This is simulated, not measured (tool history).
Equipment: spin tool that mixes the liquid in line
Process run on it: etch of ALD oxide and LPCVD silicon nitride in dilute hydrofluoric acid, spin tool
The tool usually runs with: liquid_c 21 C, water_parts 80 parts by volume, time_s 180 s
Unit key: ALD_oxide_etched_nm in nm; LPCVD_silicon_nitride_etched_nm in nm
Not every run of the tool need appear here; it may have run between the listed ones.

run   hour  liquid_c  water_parts  time_s  wafers since the last listed run  hours since the thermometer was replaced  hours since the hydrofluoric acid flow meter was replaced  hours since the gauge calibration  read-back film thickness of the ALD oxide reference wafer, read on the same gauge (nm)  read-back film thickness of the LPCVD silicon nitride reference wafer, read on the same gauge (nm)  ALD_oxide_etched_nm  LPCVD_silicon_nitride_etched_nm
  1      0        21           80     180                                 0                                    1126.3                                                     1503.6                              356.7                                                                                   70.01                                                                                             110.045                26.17                            0.813
  2   55.9        21           80     180                               475                                    1182.2                                                     1559.5                              412.6                                                                                   70.01                                                                                             109.992                26.22                            0.805
  3   97.3        21           80     180                               351                                    1223.6                                                     1600.9                                454                                                                                   70.02                                                                                             110.009                25.87                             0.75
  4  145.3        21           50     180                               407                                    1271.6                                                     1648.9                                502                                                                                   69.99                                                                                             109.998                42.82                            1.159
  5  184.7      23.5           80     230                               334                                      1311                                                     1688.3                              541.4                                                                                   70.02                                                                                             109.946                36.79                            1.212
  6  241.9      23.5           80     230                               486                                    1368.2                                                     1745.5                              598.6                                                                                   69.98                                                                                             109.992                36.36                            1.219
  7  387.6      23.5           80     230                              1238                                    1513.9                                                     1891.2                              744.3                                                                                   69.97                                                                                             109.994                35.91                            1.173
     416.6  -- gauge calibrated
  8  455.6      24.5           80     245                               577                                    1581.9                                                     1959.2                                 39                                                                                   69.98                                                                                             109.993                39.88                            1.338
  9  513.3        21           95     180                               490                                    1639.6                                                     2016.9                               96.7                                                                                   70.01                                                                                             110.011                 21.2                            0.651
     536.2  -- hydrofluoric acid flow meter replaced
 10  565.6        24           80     250                               435                                    1691.9                                                       29.4                                149                                                                                   69.99                                                                                             109.942                 39.3                            1.398
     598.6  -- thermometer replaced
 11  626.7        17          115     110                               510                                      28.1                                                       90.5                              210.1                                                                                   69.99                                                                                             110.017                 9.67                             0.31
 12  665.3        21           80     180                               328                                      66.7                                                      129.1                              248.7                                                                                   70.02                                                                                             109.996                28.44                            0.897
 13  703.2        21           80     180                               322                                     104.6                                                        167                              286.6                                                                                   69.99                                                                                             110.011                   28                            0.897
 14  763.7        21           80     180                               514                                     165.1                                                      227.5                              347.1                                                                                   70.01                                                                                             110.021                28.37                            0.942

Here are 3 independent what-if runs from the current tool condition. What would each one return?
  A  764.2        21           80     180                                 4                                     165.6                                                        228                              347.6                                                                                       ?                                                                                                   ?                    ?                                ?
  B  764.2      19.5          110      80                                 4                                     165.6                                                        228                              347.6                                                                                       ?                                                                                                   ?                    ?                                ?
  C  764.2      24.5           70     220                                 4                                     165.6                                                        228                              347.6                                                                                       ?                                                                                                   ?                    ?                                ?

run  read-back film thickness of the ALD oxide reference wafer, read on the same gauge (nm)  read-back film thickness of the LPCVD silicon nitride reference wafer, read on the same gauge (nm)  ALD_oxide_etched_nm  LPCVD_silicon_nitride_etched_nm
  A                                                                                   70.02                                                                                             109.994                28.19                            0.916
  B                                                                                   70.02                                                                                             109.994                 8.28                            0.269
  C                                                                                   70.02                                                                                             109.994                   46                            1.616
What these runs would have given with no unlogged condition in the tool:
run  ALD_oxide_etched_nm  LPCVD_silicon_nitride_etched_nm
  A                28.53                            0.934
  B                 8.38                            0.275
  C                46.55                            1.648

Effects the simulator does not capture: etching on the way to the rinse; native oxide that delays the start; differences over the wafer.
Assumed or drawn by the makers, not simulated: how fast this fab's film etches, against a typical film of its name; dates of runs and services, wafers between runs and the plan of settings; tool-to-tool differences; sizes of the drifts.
